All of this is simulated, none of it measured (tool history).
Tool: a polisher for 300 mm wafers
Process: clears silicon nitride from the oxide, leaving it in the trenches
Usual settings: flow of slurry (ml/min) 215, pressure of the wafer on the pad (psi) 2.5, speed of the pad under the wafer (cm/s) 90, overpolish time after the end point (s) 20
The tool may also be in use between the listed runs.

| run | hour | flow of slurry (ml/min) | pressure of the wafer on the pad (psi) | speed of the pad under the wafer (cm/s) | overpolish time after the end point (s) | incoming thickness of the incoming film, nm | time until the end point was called (s) |
|---|---|---|---|---|---|---|---|
| 1 | 0 | 215 | 2.5 | 90 | 20 | 54.5 | 66.6 |
| 2 | 9.9 | 215 | 2.5 | 90 | 20 | 54.5 | 65.3 |
| 3 | 17.6 | 215 | 2.5 | 90 | 20 | 53.9 | 62.6 |
| 4 | 27.9 | 215 | 2.5 | 90 | 20 | 54.6 | 65.1 |
| 5 | 40.6 | 215 | 2.5 | 90 | 20 | 55.4 | 65.9 |
| 6 | 57.5 | 215 | 2.5 | 90 | 20 | 54.4 | 64.3 |
|  | 74.2 | worn pad replaced by a new one |
| 7 | 74.7 | 215 | 2.5 | 90 | 20 | 55.1 | 66.6 |
| 8 | 79.2 | 215 | 2.1 | 90 | 20 | 55.3 | 78.7 |
| 9 | 89.1 | 215 | 2.5 | 76 | 20 | 55.6 | 75.8 |
| 10 | 97.6 | 215 | 2.5 | 76 | 20 | 55 | 76.6 |
| 11 | 113.6 | 215 | 2.5 | 66 | 20 | 55.5 | 86.1 |
| 12 | 120.1 | 215 | 2.5 | 90 | 20 | 56 | 68.8 |
| 13 | 130.5 | 215 | 2.5 | 90 | 20 | 54.7 | 66.3 |
| 14 | 136.8 | 215 | 2.5 | 90 | 20 | 54.2 | 67.9 |
| 15 | 147.1 | 215 | 2.5 | 90 | 20 | 54.5 | 69 |
| 16 | 154.7 | 255 | 1.7 | 60 | 8 | 55.9 | 134.8 |
| 17 | 164.7 | 215 | 2.5 | 90 | 20 | 54.6 | 67.6 |
| 18 | 182 | 160 | 2.5 | 110 | 20 | 55.6 | 63.7 |
|  | 188.5 | worn pad replaced by a new one |
| 19 | 190.6 | 215 | 2 | 112 | 25 | 54.7 | 70.8 |
| 20 | 201.8 | 215 | 2.5 | 90 | 20 | 54.9 | 69.8 |
| 21 | 218.6 | 215 | 3 | 72 | 20 | 54.7 | 69 |
| 22 | 225.9 | 165 | 3.3 | 118 | 20 | 55.4 | 46.5 |
| 23 | 235.8 | 215 | 2.5 | 90 | 13 | 55 | 71.8 |
|  | 278.1 | slurry nozzle cleaned |
|  | 283.2 | head pressure recalibrated |
| 24 | 286.1 | 215 | 2.5 | 90 | 20 | 55.5 | 66.3 |
| 25 | 296.6 | 165 | 2.5 | 60 | 20 | 53.9 | 88.6 |
| 26 | 307.3 | 275 | 1.7 | 90 | 20 | 54.9 | 93.8 |
|  | 313.1 | worn pad replaced by a new one |
| 27 | 316.5 | 215 | 2.5 | 90 | 20 | 55.6 | 64.7 |
| 28 | 330.6 | 215 | 2.5 | 90 | 16 | 54.6 | 66.7 |
| 29 | 337 | 250 | 3.4 | 116 | 25 | 55.4 | 38.2 |
| 30 | 345.5 | 215 | 2.5 | 80 | 24 | 55.4 | 72 |
| 31 | 362.5 | 175 | 2.2 | 58 | 26 | 55.2 | 107.1 |

The same runs without the tool's hidden state, with the same run-to-run variation:
The hidden state here: removal rate lost through wear of the pad, %; slurry flow missing at the pad, %; deviation of the head's pressure from its setpoint, %.
| run | time until the end point was called (s) |
|---|---|
| 1 | 65.3 |
| 2 | 63.9 |
| 3 | 61.1 |
| 4 | 63.4 |
| 5 | 63.9 |
| 6 | 62 |
| 7 | 63.8 |
| 8 | 75.3 |
| 9 | 72.3 |
| 10 | 72.9 |
| 11 | 81.4 |
| 12 | 64.9 |
| 13 | 62.3 |
| 14 | 63.7 |
| 15 | 64.5 |
| 16 | 126.1 |
| 17 | 62.7 |
| 18 | 58 |
| 19 | 65 |
| 20 | 63.7 |
| 21 | 62.5 |
| 22 | 41.5 |
| 23 | 64.6 |
| 24 | 65.3 |
| 25 | 87.1 |
| 26 | 92.2 |
| 27 | 63.5 |
| 28 | 65.3 |
| 29 | 37.4 |
| 30 | 70.4 |
| 31 | 104.4 |

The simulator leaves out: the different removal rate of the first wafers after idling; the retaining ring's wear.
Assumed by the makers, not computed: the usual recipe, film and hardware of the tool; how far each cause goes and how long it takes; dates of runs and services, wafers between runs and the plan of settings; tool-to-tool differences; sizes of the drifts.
